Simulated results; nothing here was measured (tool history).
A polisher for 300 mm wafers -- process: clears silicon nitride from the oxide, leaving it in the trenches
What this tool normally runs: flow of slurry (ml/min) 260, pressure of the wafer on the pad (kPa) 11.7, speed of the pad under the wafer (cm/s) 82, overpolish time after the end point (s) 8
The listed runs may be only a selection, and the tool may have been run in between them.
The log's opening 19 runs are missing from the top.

run     day  flow of slurry (ml/min)  pressure of the wafer on the pad (kPa)  speed of the pad under the wafer (cm/s)  overpolish time after the end point (s)  wafers since the last listed run  wafers polished on this pad  hours since the slurry nozzle was cleaned  hours since the head pressure was calibrated  incoming thickness of the incoming film, nm  time until the end point was called (s)
 20  19.258                      195                                    10.3                                      108                                       12                               118                          348                                       56.1                                        1002.6                                           69                                    149.6
 21  20.546                      215                                     8.3                                       58                                        9                               128                          477                                         87                                        1033.5                                           71                                    364.3
     21.062  -- head pressure recalibrated
 22   21.35                      260                                    15.9                                       58                                        8                                71                          549                                      106.3                                           6.9                                           71                                    186.7
 23  22.454                      230                                    14.5                                       58                                       11                               110                          659                                      132.8                                          33.4                                         69.9                                    204.1
 24  22.975                      260                                    15.9                                       58                                        8                                51                          711                                      145.3                                          45.9                                         70.3                                    187.1
 25  23.588                      260                                    15.9                                       62                                       10                                61                          772                                        160                                          60.6                                           69                                    170.4
 26  24.754                      260                                    11.7                                       82                                        8                               116                          889                                        188                                          88.6                                         69.1                                    171.7
     25.388  -- worn pad replaced by a new one
 27  25.408                      315                                    13.1                                       82                                       12                                48                            2                                      203.7                                         104.3                                         70.1                                    141.4
 28  26.342                      260                                     8.3                                      108                                        8                                93                           95                                      226.1                                         126.7                                         69.9                                    175.8
 29   27.55                      260                                    13.8                                       82                                        8                               120                          215                                      255.1                                         155.7                                         69.5                                    141.6
 30  28.604                      260                                    10.3                                      102                                       12                               105                          321                                      280.4                                           181                                         71.1                                    157.5
 31  29.633                      260                                    11.7                                       82                                        8                               102                          423                                      305.1                                         205.7                                         71.2                                    178.9
 32  30.725                      260                                    11.7                                       96                                        8                               108                          532                                      331.3                                         231.9                                         70.8                                    150.8
 33  31.938                      220                                    11.7                                       82                                        8                               121                          653                                      360.4                                           261                                         69.4                                    177.7
 34  32.438                      185                                     7.6                                       74                                        8                                49                          703                                      372.4                                           273                                         69.9                                    313.8
 35  33.404                      330                                    11.7                                       94                                        6                                96                          800                                      395.6                                         296.2                                         70.8                                    158.4
     34.229  -- slurry nozzle cleaned
 36  34.304                      285                                    13.8                                       68                                        4                                85                          885                                        1.8                                         317.8                                         69.3                                      181

Forecast each of these 4 alternatives for the next run:
  A  34.325                      260                                    11.7                                       82                                        8                                 2                          888                                        2.3                                         318.3                                         68.7                                        ?
  B  34.325                      260                                    11.7                                       92                                        8                                 2                          888                                        2.3                                         318.3                                         68.7                                        ?
  C  34.325                      295                                       9                                       82                                        4                                 2                          888                                        2.3                                         318.3                                         68.7                                        ?
  D  34.325                      320                                    11.7                                       96                                        9                                 2                          888                                        2.3                                         318.3                                         68.7                                        ?

run  time until the end point was called (s)
  A                                    174.8
  B                                    155.8
  C                                    226.4
  D                                      147
Stripped of hidden state, with their random variation kept, the same runs would have yielded:
run  time until the end point was called (s)
  A                                    154.5
  B                                    137.7
  C                                    200.1
  D                                    129.9
